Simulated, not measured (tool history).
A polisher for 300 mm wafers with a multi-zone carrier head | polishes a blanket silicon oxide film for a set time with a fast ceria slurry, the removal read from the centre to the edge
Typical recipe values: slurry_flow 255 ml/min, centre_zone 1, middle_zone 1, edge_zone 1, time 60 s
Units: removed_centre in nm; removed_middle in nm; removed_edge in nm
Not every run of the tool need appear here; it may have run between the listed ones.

run   hour  slurry_flow  centre_zone  middle_zone  edge_zone  time  wafers since the last listed run  wafers polished on this pad  hours since the slurry nozzle was cleaned  hours since the centre zone pressure was calibrated  hours since the edge zone pressure was calibrated  hours since the carrier head's membrane was replaced  incoming thickness of the incoming film, nm  removed_centre  removed_middle  removed_edge
  1      0          255            1         1.04       0.91    50                                 0                          741                                       63.2                                                 22.4                                              280.1                                                  71.5                                       2709.4           842.1           849.4         806.6
  2   16.6          215         1.11         0.88          1    60                               179                          921                                       79.8                                                   39                                              296.7                                                  88.1                                       2722.5          1055.7           864.7         971.5
  3   30.3          255            1            1          1    60                               148                         1070                                       93.5                                                 52.7                                              310.4                                                 101.8                                       2738.7           977.7           966.1         980.8
  4     43          255         1.06          1.1       1.05    78                               137                         1207                                      106.2                                                 65.4                                              323.1                                                 114.5                                       2635.3          1321.5          1295.2        1269.6
      47.7  -- worn pad replaced by a new one
      55.5  -- edge zone pressure recalibrated
  5     56          255            1            1          1    60                                75                           68                                      119.2                                                 78.4                                                0.5                                                 127.5                                       2677.1          1069.3          1079.2        1066.2
  6   62.9          255            1            1       0.92    60                                74                          143                                      126.1                                                 85.3                                                7.4                                                 134.4                                       2674.8          1078.4            1034        1009.7
  7   71.6          255            1            1          1    60                                94                          237                                      134.8                                                   94                                               16.1                                                 143.1                                         2638          1068.9          1027.2          1051
  8   84.7          255            1            1          1    60                               142                          379                                      147.9                                                107.1                                               29.2                                                 156.2                                       2684.8            1039            1038        1061.9
  9   92.3          255            1            1          1    60                                82                          462                                      155.5                                                114.7                                               36.8                                                 163.8                                       2731.4          1056.6          1042.8        1037.2
 10  108.9          280            1            1       1.07    60                               179                          642                                      172.1                                                131.3                                               53.4                                                 180.4                                       2712.1          1030.9          1018.6        1065.5
 11    126          170         1.08         1.08          1    60                               185                          827                                      189.2                                                148.4                                               70.5                                                 197.5                                       2669.2          1031.9           970.9         957.5
 12  139.7          255            1         1.06          1    52                               148                          975                                      202.9                                                162.1                                               84.2                                                 211.2                                       2738.2           857.7           880.5         868.2
 13  150.1          255            1         0.95          1    60                               112                         1088                                      213.3                                                172.5                                               94.6                                                 221.6                                       2721.3           984.6           931.9         982.6
     160.3  -- worn pad replaced by a new one
 14  160.8          255            1            1        1.1    60                                72                            5                                        224                                                183.2                                              105.3                                                 232.3                                       2630.5          1064.6          1051.8        1112.2
 15  164.8          255            1         1.04          1    60                                43                           48                                        228                                                187.2                                              109.3                                                 236.3                                         2710          1078.1          1093.4        1060.2
 16  182.1          185            1            1          1    60                               187                          236                                      245.3                                                204.5                                              126.6                                                 253.6                                       2728.6           998.3           949.8         995.3
 17  198.6          255            1         0.94          1    60                               178                          415                                      261.8                                                  221                                              143.1                                                 270.1                                         2666          1026.2             970        1030.4
 18  210.8          210            1            1          1    54                               132                          547                                        274                                                233.2                                              155.3                                                 282.3                                       2668.1           890.3           850.3         905.2
 19  217.1          330            1            1          1    60                                68                          615                                      280.3                                                239.5                                              161.6                                                 288.6                                       2723.5          1068.2          1035.9        1049.9
 20  232.8          255            1            1          1    60                               170                          786                                        296                                                255.2                                              177.3                                                 304.3                                       2710.4             974             989        1001.7
 21  249.9          255            1            1       0.95    60                               185                          971                                      313.1                                                272.3                                              194.4                                                 321.4                                       2697.9             989           964.8           972

Entry by entry between the runs, the difference in hidden state between the last listed run before and the first listed run after:
After run 4, before run 5: worn pad replaced by a new one (hour 47.7); edge zone pressure recalibrated (hour 55.5)
  removal rate lost through wear of the pad, %: 11.2 -> 1.11
  measured minus no-state result, removed_centre: -166.5 -> -12 nm; removed_middle: -163.2 -> -12 nm; removed_edge: -160 -> -11.9 nm
After run 13, before run 14: worn pad replaced by a new one (hour 160.3)
  removal rate lost through wear of the pad, %: 9.64 -> 1.25
  measured minus no-state result, removed_centre: -105 -> -13.5 nm; removed_middle: -99.4 -> -13.3 nm; removed_edge: -104.8 -> -14.1 nm
